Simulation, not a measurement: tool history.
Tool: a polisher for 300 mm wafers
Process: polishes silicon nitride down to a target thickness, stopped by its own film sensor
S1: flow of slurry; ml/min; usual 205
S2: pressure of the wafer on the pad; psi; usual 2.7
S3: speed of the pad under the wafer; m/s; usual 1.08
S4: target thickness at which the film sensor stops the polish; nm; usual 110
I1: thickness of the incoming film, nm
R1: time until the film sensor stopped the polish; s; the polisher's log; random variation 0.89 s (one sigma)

run     day   S1   S2    S3   S4     I1     R1
  1       0  205  2.7  1.08  110  228.3   68.6
  2   0.879  205  2.7  1.08  110  231.8     71
  3   2.217  205  2.7  1.08  110  232.9   73.3
  4   2.988  205  2.7  1.08  110  230.9   72.1
      3.596  -- head pressure recalibrated
  5   3.617  205  3.4  0.86  110  230.7   69.1
      3.908  -- worn pad replaced by a new one
  6   4.088  205  2.7  1.08  110  232.9   69.6
  7   4.688  205  2.7  1.08  110  231.9   69.3
  8   5.708  205  2.7  1.08  110  230.4   69.3
  9   6.838  245  2.7  1.08  110  228.3   68.8
 10   8.204  245  2.7  1.08  110    228   69.4
 11   9.608  205  2.7  1.08  110  228.4   72.7
 12  10.108  205    3  1.08  110  230.4   67.6
     10.329  -- worn pad replaced by a new one
 13  10.821  205  2.7  1.08  110  233.2   71.6
 14  11.662  205  2.7  1.08  110  232.8   70.2
 15  12.621  205  2.7   0.9  110  231.7   82.9
 16  13.933  205  2.7  0.88  110  230.4   85.3
 17    14.8  205  2.7  1.08  110  230.7   73.1
     15.529  -- worn pad replaced by a new one
 18  16.129  225    2   0.9   97  227.8  118.2
 19  17.442  180  2.7  1.18  149  230.4   44.7
 20  18.479  205  2.7  1.08  130  233.6   60.1
     18.633  -- head pressure recalibrated
     18.754  -- slurry nozzle cleaned
 21   19.35  205  2.2   1.4   74  234.6   92.7
 22  20.675  205  2.7  1.08  110  230.4   73.3
     21.746  -- worn pad replaced by a new one
 23  23.617  230  2.9  0.92  149  231.2     49
 24  24.733  250  2.7  1.08   77  231.1   87.7
 25  25.246  155    3  1.24  110  231.4   59.8

Forecast run 26:
 26  25.917  205  2.7  1.08  110  230   ?

Run 26 gave R1 71.3 s.
Without the tool's hidden state the same run would have given R1 68.8 s.

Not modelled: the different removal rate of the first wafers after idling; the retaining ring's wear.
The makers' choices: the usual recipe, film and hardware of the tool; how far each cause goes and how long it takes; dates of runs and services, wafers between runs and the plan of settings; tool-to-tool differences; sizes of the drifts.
